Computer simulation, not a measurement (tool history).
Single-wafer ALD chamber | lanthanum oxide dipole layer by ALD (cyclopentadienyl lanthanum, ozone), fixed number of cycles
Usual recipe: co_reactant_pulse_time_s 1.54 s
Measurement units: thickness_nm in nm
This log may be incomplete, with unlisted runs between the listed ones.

run,day,co_reactant_pulse_time_s,"read-back reference wafer on the same gauge, thickness_nm",thickness_nm
1,0,1.54,0.627,0.55
2,2.721,1.54,0.628,0.557
3,4.633,1.54,0.627,0.562
4,6.388,1.67,0.627,0.563
5,8.775,1.16,0.627,0.539
6,12.962,1.16,0.628,0.532
7,16.654,1.54,0.627,0.556
8,24.579,1.54,0.626,0.557
9,28.188,1.54,0.628,0.552
10,30,1.54,0.627,0.556
11,31.867,1.95,0.626,0.563
12,33.575,1.75,0.628,0.566
13,35.925,1.78,0.628,0.566
14,40.071,1.03,0.626,0.53
15,43.267,0.97,0.626,0.522
16,45.662,0.99,0.626,0.524
17,48.638,1.38,0.628,0.552
18,50.733,1.54,0.627,0.553
19,59.096,1.33,0.626,0.55
20,63.275,1.54,0.627,0.563

Put back what was entered between runs (5 entries, withheld): which listed runs does each sit between, and how does the hidden state differ from the listed run before to the listed run after?
Between runs 6 and 7: ozone generator serviced (day 13.375)
  nothing in the hidden state changes from one run to the other
Between runs 9 and 10: thermocouple changed; heater temperature recalibrated (day 29.383)
  nothing in the hidden state changes from one run to the other
Between runs 12 and 13: showerhead replaced (day 35.1); gauge calibrated (day 35.9)
  nothing in the hidden state changes from one run to the other
Between runs 16 and 17: ozone generator serviced (day 48.158)
  nothing in the hidden state changes from one run to the other
